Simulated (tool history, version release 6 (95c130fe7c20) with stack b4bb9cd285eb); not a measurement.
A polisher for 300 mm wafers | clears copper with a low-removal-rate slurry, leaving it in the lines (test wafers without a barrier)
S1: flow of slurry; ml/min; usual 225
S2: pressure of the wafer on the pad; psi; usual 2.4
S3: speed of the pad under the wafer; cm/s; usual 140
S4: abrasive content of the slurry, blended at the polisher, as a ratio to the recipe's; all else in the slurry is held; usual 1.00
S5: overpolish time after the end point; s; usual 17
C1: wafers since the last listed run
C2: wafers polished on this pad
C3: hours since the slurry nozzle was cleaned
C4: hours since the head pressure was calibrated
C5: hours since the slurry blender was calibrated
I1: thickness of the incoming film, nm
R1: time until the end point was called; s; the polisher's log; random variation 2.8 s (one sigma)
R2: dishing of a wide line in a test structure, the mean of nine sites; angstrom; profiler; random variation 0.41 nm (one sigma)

| run | hour | S1 | S2 | S3 | S4 | S5 | C1 | C2 | C3 | C4 | C5 | I1 | R1 | R2 |
|---|---|---|---|---|---|---|---|---|---|---|---|---|---|---|
| 1 | 0.0 | 225 | 2.0 | 140 | 1.00 | 17 | 0 | 1321 | 205.7 | 1186.0 | 241.7 | 430.9 | 179.5 | 287 |
|  | 18.0 | worn pad replaced by a new one |
| 2 | 18.5 | 225 | 2.0 | 140 | 1.00 | 17 | 96 | 3 | 224.2 | 1204.5 | 260.2 | 427.1 | 173.7 | 285 |
| 3 | 32.2 | 225 | 2.4 | 140 | 1.00 | 17 | 91 | 94 | 237.9 | 1218.2 | 273.9 | 423.4 | 152.1 | 325 |
| 4 | 55.7 | 225 | 2.4 | 140 | 1.00 | 17 | 157 | 251 | 261.4 | 1241.7 | 297.4 | 418.1 | 148.5 | 324 |
| 5 | 70.7 | 225 | 2.4 | 178 | 1.00 | 11 | 100 | 352 | 276.4 | 1256.7 | 312.4 | 428.2 | 118.5 | 277 |
| 6 | 83.1 | 225 | 2.4 | 178 | 1.00 | 11 | 82 | 434 | 288.8 | 1269.1 | 324.8 | 427.3 | 126.0 | 279 |
| 7 | 106.1 | 225 | 2.4 | 140 | 1.00 | 17 | 153 | 588 | 311.8 | 1292.1 | 347.8 | 424.1 | 157.8 | 315 |
| 8 | 122.2 | 225 | 2.4 | 140 | 1.00 | 17 | 107 | 696 | 327.9 | 1308.2 | 363.9 | 431.8 | 158.2 | 310 |
| 9 | 151.4 | 165 | 2.4 | 140 | 1.00 | 17 | 195 | 891 | 357.1 | 1337.4 | 393.1 | 417.0 | 161.0 | 303 |
| 10 | 170.3 | 225 | 2.4 | 140 | 1.00 | 17 | 126 | 1017 | 376.0 | 1356.3 | 412.0 | 423.2 | 154.1 | 313 |
| 11 | 186.5 | 225 | 2.4 | 140 | 1.00 | 17 | 108 | 1125 | 392.2 | 1372.5 | 428.2 | 430.1 | 155.5 | 309 |
|  | 192.0 | worn pad replaced by a new one, of another model than before |
| 12 | 210.0 | 225 | 2.4 | 140 | 1.00 | 17 | 130 | 120 | 415.7 | 1396.0 | 451.7 | 431.6 | 163.7 | 306 |
| 13 | 241.3 | 225 | 2.4 | 140 | 1.30 | 17 | 209 | 329 | 447.0 | 1427.3 | 483.0 | 427.8 | 153.5 | 319 |
| 14 | 261.6 | 165 | 1.7 | 140 | 1.00 | 17 | 135 | 465 | 467.3 | 1447.6 | 503.3 | 429.1 | 196.6 | 258 |
|  | 273.6 | slurry nozzle cleaned |
|  | 283.2 | slurry blender recalibrated |
| 15 | 291.6 | 225 | 2.4 | 140 | 1.00 | 8 | 180 | 645 | 18.0 | 1477.6 | 8.4 | 420.1 | 143.6 | 172 |
| 16 | 319.4 | 225 | 2.4 | 140 | 1.10 | 17 | 185 | 831 | 45.8 | 1505.4 | 36.2 | 430.3 | 151.1 | 342 |
|  | 352.6 | head pressure recalibrated |
| 17 | 355.7 | 225 | 3.1 | 140 | 1.00 | 23 | 229 | 1060 | 82.1 | 3.1 | 72.5 | 417.7 | 125.6 | 466 |
| 18 | 378.6 | 275 | 2.4 | 154 | 1.25 | 9 | 152 | 1213 | 105.0 | 26.0 | 95.4 | 425.0 | 137.1 | 206 |
| 19 | 399.1 | 225 | 1.8 | 140 | 0.90 | 17 | 136 | 1350 | 125.5 | 46.5 | 115.9 | 428.5 | 179.8 | 285 |
|  | 404.2 | worn pad replaced by a new one |
| 20 | 412.9 | 225 | 2.4 | 124 | 0.70 | 17 | 65 | 58 | 139.3 | 60.3 | 129.7 | 425.5 | 172.1 | 292 |
| 21 | 428.4 | 155 | 3.0 | 112 | 0.80 | 17 | 103 | 161 | 154.8 | 75.8 | 145.2 | 430.7 | 166.6 | 306 |
| 22 | 453.6 | 275 | 2.4 | 154 | 1.25 | 9 | 168 | 329 | 180.0 | 101.0 | 170.4 | 422.2 | 134.3 | 208 |
| 23 | 466.7 | 225 | 2.4 | 140 | 1.20 | 17 | 87 | 417 | 193.1 | 114.1 | 183.5 | 424.0 | 141.3 | 332 |
| 24 | 498.0 | 225 | 2.4 | 140 | 1.00 | 17 | 209 | 626 | 224.4 | 145.4 | 214.8 | 425.5 | 155.3 | 324 |

The tool's hidden state at each run:
removal rate lost through wear of the pad, %: 0 in every run
slurry flow missing at the pad, %: 0 in every run
deviation of the head's pressure from its setpoint, %: 0 in every run
H1: abrasive missing from the slurry, %
| run | H1 |
|---|---|
| 1 | 10.2 |
| 2 | 11.5 |
| 3 | 12.6 |
| 4 | 14.6 |
| 5 | 15.9 |
| 6 | 17 |
| 7 | 19.3 |
| 8 | 20.9 |
| 9 | 24.1 |
| 10 | 26.3 |
| 11 | 28.3 |
| 12 | 31.3 |
| 13 | 35.6 |
| 14 | 38.5 |
| 15 | 5.29 |
| 16 | 5.47 |
| 17 | 6.04 |
| 18 | 6.6 |
| 19 | 7.22 |
| 20 | 7.72 |
| 21 | 8.33 |
| 22 | 9.49 |
| 23 | 10.2 |
| 24 | 12 |
